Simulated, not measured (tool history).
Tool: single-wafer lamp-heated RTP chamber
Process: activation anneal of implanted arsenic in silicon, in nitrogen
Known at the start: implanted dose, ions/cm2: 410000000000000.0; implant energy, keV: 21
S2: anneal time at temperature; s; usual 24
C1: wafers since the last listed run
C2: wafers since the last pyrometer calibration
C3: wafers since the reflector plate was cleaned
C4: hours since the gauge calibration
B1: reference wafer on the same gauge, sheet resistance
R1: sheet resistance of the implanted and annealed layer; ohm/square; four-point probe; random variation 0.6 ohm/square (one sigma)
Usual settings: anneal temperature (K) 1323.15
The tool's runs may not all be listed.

run 1 hour=0.0 | anneal_temperature_(K)=1323.15 S2=24 | C1=0 C2=9063 C3=2820 C4=1388.1 | B1=263.81 | R1=249.63
-- hour=67.8 pyrometer window cleaned and pyrometer calibrated
run 2 hour=91.6 | anneal_temperature_(K)=1323.15 S2=24 | C1=1353 C2=385 C3=4173 C4=1479.7 | B1=263.61 | R1=249.67
-- hour=181.9 gauge calibrated
run 3 hour=199.3 | anneal_temperature_(K)=1323.15 S2=24 | C1=1743 C2=2129 C3=5917 C4=17.4 | B1=266.29 | R1=252.00
run 4 hour=254.5 | anneal_temperature_(K)=1347.15 S2=24 | C1=893 C2=3022 C3=6811 C4=72.6 | B1=266.13 | R1=246.73
run 5 hour=317.7 | anneal_temperature_(K)=1323.15 S2=24 | C1=1023 C2=4046 C3=7834 C4=135.8 | B1=266.15 | R1=251.94
run 6 hour=386.5 | anneal_temperature_(K)=1323.15 S2=24 | C1=1113 C2=5159 C3=8948 C4=204.6 | B1=265.83 | R1=251.77
-- hour=495.6 reflector plate cleaned
run 7 hour=496.1 | anneal_temperature_(K)=1323.15 S2=24 | C1=1644 C2=6804 C3=7 C4=314.2 | B1=265.60 | R1=250.93
run 8 hour=573.9 | anneal_temperature_(K)=1323.15 S2=24 | C1=1259 C2=8064 C3=1267 C4=392.0 | B1=265.48 | R1=249.88
run 9 hour=628.9 | anneal_temperature_(K)=1323.15 S2=24 | C1=890 C2=8954 C3=2157 C4=447.0 | B1=265.32 | R1=250.99
-- hour=724.2 pyrometer window cleaned and pyrometer calibrated
run 10 hour=840.4 | anneal_temperature_(K)=1323.15 S2=24 | C1=3294 C2=1881 C3=5452 C4=658.5 | B1=264.91 | R1=250.78
run 11 hour=942.6 | anneal_temperature_(K)=1323.15 S2=24 | C1=1654 C2=3536 C3=7107 C4=760.7 | B1=264.57 | R1=250.52
-- hour=1157.8 reflector plate cleaned
run 12 hour=1229.8 | anneal_temperature_(K)=1335.15 S2=24 | C1=4520 C2=8056 C3=1164 C4=1047.9 | B1=263.94 | R1=247.70
run 13 hour=1271.2 | anneal_temperature_(K)=1335.15 S2=24 | C1=670 C2=8726 C3=1835 C4=1089.3 | B1=263.87 | R1=246.09
-- hour=1286.2 pyrometer window cleaned and pyrometer calibrated
run 14 hour=1354.9 | anneal_temperature_(K)=1308.15 S2=24 | C1=1225 C2=1112 C3=3060 C4=1173.0 | B1=263.63 | R1=252.41
run 15 hour=1404.3 | anneal_temperature_(K)=1308.15 S2=24 | C1=799 C2=1912 C3=3860 C4=1222.4 | B1=263.59 | R1=252.70
run 16 hour=1505.1 | anneal_temperature_(K)=1308.15 S2=24 | C1=1631 C2=3544 C3=5492 C4=1323.2 | B1=263.34 | R1=252.32
run 17 hour=1546.0 | anneal_temperature_(K)=1309.15 S2=19 | C1=662 C2=4206 C3=6154 C4=1364.1 | B1=263.22 | R1=253.60
run 18 hour=1646.4 | anneal_temperature_(K)=1304.15 S2=24 | C1=1625 C2=5832 C3=7780 C4=1464.5 | B1=263.02 | R1=253.18
run 19 hour=1748.7 | anneal_temperature_(K)=1345.15 S2=11 | C1=1656 C2=7488 C3=9436 C4=1566.8 | B1=262.76 | R1=252.02
run 20 hour=1852.3 | anneal_temperature_(K)=1300.15 S2=24 | C1=1677 C2=9165 C3=11113 C4=1670.4 | B1=262.54 | R1=253.00
-- hour=1868.6 reflector plate cleaned
-- hour=1883.2 pyrometer window cleaned and pyrometer calibrated
run 21 hour=1946.5 | anneal_temperature_(K)=1332.15 S2=33 | C1=1266 C2=1025 C3=1131 C4=1764.6 | B1=262.31 | R1=244.60
-- hour=1998.3 gauge calibrated
run 22 hour=2047.1 | anneal_temperature_(K)=1338.15 S2=28 | C1=1628 C2=2654 C3=2760 C4=48.8 | B1=266.23 | R1=247.78
run 23 hour=2134.6 | anneal_temperature_(K)=1323.15 S2=13 | C1=1416 C2=4070 C3=4177 C4=136.3 | B1=266.06 | R1=256.26
run 24 hour=2218.0 | anneal_temperature_(K)=1348.15 S2=20 | C1=1350 C2=5421 C3=5527 C4=219.7 | B1=265.83 | R1=248.00
run 25 hour=2311.0 | anneal_temperature_(K)=1314.15 S2=17 | C1=1505 C2=6926 C3=7032 C4=312.7 | B1=265.68 | R1=256.07
run 26 hour=2351.8 | anneal_temperature_(K)=1323.15 S2=18 | C1=660 C2=7587 C3=7693 C4=353.5 | B1=265.56 | R1=252.74
run 27 hour=2446.4 | anneal_temperature_(K)=1323.15 S2=24 | C1=1531 C2=9118 C3=9225 C4=448.1 | B1=265.27 | R1=250.42
-- hour=2501.2 reflector plate cleaned
run 28 hour=2541.7 | anneal_temperature_(K)=1353.15 S2=24 | C1=1413 C2=10532 C3=655 C4=543.4 | B1=265.07 | R1=243.80
-- hour=2595.9 pyrometer window cleaned and pyrometer calibrated
run 29 hour=2624.8 | anneal_temperature_(K)=1352.15 S2=13 | C1=1215 C2=467 C3=1870 C4=626.5 | B1=264.86 | R1=251.14
run 30 hour=2701.0 | anneal_temperature_(K)=1323.15 S2=24 | C1=1233 C2=1701 C3=3104 C4=702.7 | B1=264.71 | R1=250.10
run 31 hour=2808.5 | anneal_temperature_(K)=1308.15 S2=35 | C1=1740 C2=3441 C3=4845 C4=810.2 | B1=264.41 | R1=250.32
run 32 hour=2878.8 | anneal_temperature_(K)=1307.15 S2=30 | C1=1138 C2=4579 C3=5983 C4=880.5 | B1=264.34 | R1=251.58
run 33 hour=2978.9 | anneal_temperature_(K)=1323.15 S2=24 | C1=1620 C2=6200 C3=7603 C4=980.6 | B1=264.14 | R1=249.60
run 34 hour=3064.7 | anneal_temperature_(K)=1323.15 S2=31 | C1=1389 C2=7589 C3=8992 C4=1066.4 | B1=263.88 | R1=246.78
run 35 hour=3107.2 | anneal_temperature_(K)=1323.15 S2=24 | C1=688 C2=8277 C3=9681 C4=1108.9 | B1=263.85 | R1=249.36
-- hour=3160.5 reflector plate cleaned
-- hour=3176.9 pyrometer window cleaned and pyrometer calibrated
run 36 hour=3192.2 | anneal_temperature_(K)=1310.15 S2=35 | C1=1117 C2=247 C3=383 C4=1193.9 | B1=263.65 | R1=248.92

Hidden state at the last listed run before each entry between runs and at the first one after, where it differs:
Between runs 1 and 2: pyrometer window cleaned and pyrometer calibrated (hour 67.8)
  gauge reads high (%): -0.842 -> -0.92
  measured less the result without the state, R1: -2.12 -> -2.31 ohm/square
Between runs 2 and 3: gauge calibrated (hour 181.9)
  gauge reads high (%): -0.92 -> 0.112
  measured less the result without the state, R1: -2.31 -> +0.28 ohm/square
Between runs 6 and 7: reflector plate cleaned (hour 495.6)
  gauge reads high (%): -0.0471 -> -0.14
  measured less the result without the state, R1: -0.12 -> -0.35 ohm/square
Between runs 9 and 10: pyrometer window cleaned and pyrometer calibrated (hour 724.2)
  gauge reads high (%): -0.253 -> -0.433
  measured less the result without the state, R1: -0.64 -> -1.09 ohm/square
Between runs 11 and 12: reflector plate cleaned (hour 1157.8)
  gauge reads high (%): -0.52 -> -0.765
  measured less the result without the state, R1: -1.31 -> -1.91 ohm/square
Between runs 13 and 14: pyrometer window cleaned and pyrometer calibrated (hour 1286.2)
  gauge reads high (%): -0.8 -> -0.871
  measured less the result without the state, R1: -1.98 -> -2.22 ohm/square
Between runs 20 and 21: reflector plate cleaned (hour 1868.6); pyrometer window cleaned and pyrometer calibrated (hour 1883.2)
  gauge reads high (%): -1.29 -> -1.37
  measured less the result without the state, R1: -3.32 -> -3.40 ohm/square
Between runs 21 and 22: gauge calibrated (hour 1998.3)
  gauge reads high (%): -1.37 -> 0.091
  measured less the result without the state, R1: -3.40 -> +0.23 ohm/square
Between runs 27 and 28: reflector plate cleaned (hour 2501.2)
  gauge reads high (%): -0.249 -> -0.33
  measured less the result without the state, R1: -0.62 -> -0.81 ohm/square
Between runs 28 and 29: pyrometer window cleaned and pyrometer calibrated (hour 2595.9)
  gauge reads high (%): -0.33 -> -0.401
  measured less the result without the state, R1: -0.81 -> -1.01 ohm/square
Between runs 35 and 36: reflector plate cleaned (hour 3160.5); pyrometer window cleaned and pyrometer calibrated (hour 3176.9)
  gauge reads high (%): -0.811 -> -0.883
  measured less the result without the state, R1: -2.04 -> -2.22 ohm/square

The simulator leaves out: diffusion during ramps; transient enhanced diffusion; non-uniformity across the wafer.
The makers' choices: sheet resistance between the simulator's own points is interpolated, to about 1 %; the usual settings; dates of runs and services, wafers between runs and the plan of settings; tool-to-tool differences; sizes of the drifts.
